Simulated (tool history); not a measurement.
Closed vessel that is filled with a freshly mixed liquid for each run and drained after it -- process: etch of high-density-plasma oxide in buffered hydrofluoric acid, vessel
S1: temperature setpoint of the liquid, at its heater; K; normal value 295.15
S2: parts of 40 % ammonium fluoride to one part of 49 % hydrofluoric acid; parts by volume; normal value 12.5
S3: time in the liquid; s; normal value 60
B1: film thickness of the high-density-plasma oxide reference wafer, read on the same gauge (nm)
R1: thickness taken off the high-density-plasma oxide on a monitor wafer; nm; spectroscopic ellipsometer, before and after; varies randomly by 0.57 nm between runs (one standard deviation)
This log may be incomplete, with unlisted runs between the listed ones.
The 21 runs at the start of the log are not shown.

run    hour      S1    S2  S3      B1      R1
 22   975.5  293.15    17  60  139.99   62.65
 23  1061.7  298.65     8  60  140.06  170.68
 24  1122.4  296.65   9.5  85     140   184.2
 25  1233.3  293.65   8.5  75  139.97   150.1
       1235  -- gauge calibrated
 26  1277.4  293.15  12.5  60  139.99   81.94
 27  1344.8  295.15  12.5  60  140.02   91.11
     1396.1  -- thermometer replaced
 28  1411.1  295.15    10  40  140.03   77.76
 29  1465.9  293.15    14  50  140.03   62.12
 30  1520.3  295.15  12.5  60  140.04   94.45
 31  1576.7  295.15  12.5  50  140.02   76.73
 32  1602.2  295.15     8  75  139.98  173.91

Alternative continuations, all from the tool just after run 32; predict every row:
  A  1602.9  295.15  12.5  60   ?   ?
  B  1602.9  298.15  10.5  90   ?   ?
  C  1602.9  297.65  12.5  60   ?   ?

run      B1      R1
  A  140.03   91.54
  B  140.03  191.91
  C  140.03  105.01
With the hidden condition removed and each run's random variation left untouched, the same runs would have given:
run      R1
  A   95.31
  B  199.74
  C  109.32
